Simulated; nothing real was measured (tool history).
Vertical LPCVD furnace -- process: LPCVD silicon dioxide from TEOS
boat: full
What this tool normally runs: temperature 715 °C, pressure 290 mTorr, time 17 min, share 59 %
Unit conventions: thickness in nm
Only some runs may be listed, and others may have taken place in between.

run,day,temperature,pressure,time,share,"read-back reference wafer on the same gauge, thickness",thickness
1,0,715,290,17,59,189.77,189.23
2,0.812,715,290,17,59,190.5,187.68
3,1.771,715,290,17,67,190,200.08
# day 3.417: TEOS flow controller replaced
4,3.438,715,290,17,59,189.9,188.06
5,3.567,715,290,17,59,190.01,188.13
6,4.392,715,290,17,59,189.89,189.73
7,5.642,715,240,15,59,189.88,151.17
# day 7.425: thermocouples replaced and temperature profile calibrated
8,7.446,715,240,15,59,190.02,142.8
9,7.958,715,330,17,59,190.15,188.16
10,9.092,715,305,17,59,190.06,184.45
11,9.642,715,305,17,59,189.86,185.06
12,10.458,704,325,22.5,59,189.78,196.95
13,11.658,715,290,17,59,190.41,178.67
# day 13.129: pressure gauge zeroed
14,13.15,715,340,21,59,189.93,242.13
15,13.583,715,290,17,59,189.63,181.61
16,14.929,724,235,22.5,59,189.95,265.18
17,15.508,715,240,17,59,189.8,165.81
18,16.838,711,220,17,59,189.46,146.19
19,17.467,711,290,17,65,190.33,173.65
20,19.271,715,305,17,59,189.88,188.51
21,19.775,720,250,17,67,189.92,203.33
# day 20.967: gauge calibrated
22,24.204,707,340,12,59,190.06,117.32

Predict the results of run 23:
23,25.267,724,330,13.5,59,?,?

read-back reference wafer on the same gauge, thickness: 189.78
thickness: 190.73 nm
The same run, on a tool lacking any hidden state, would have yielded thickness 180.61 nm.
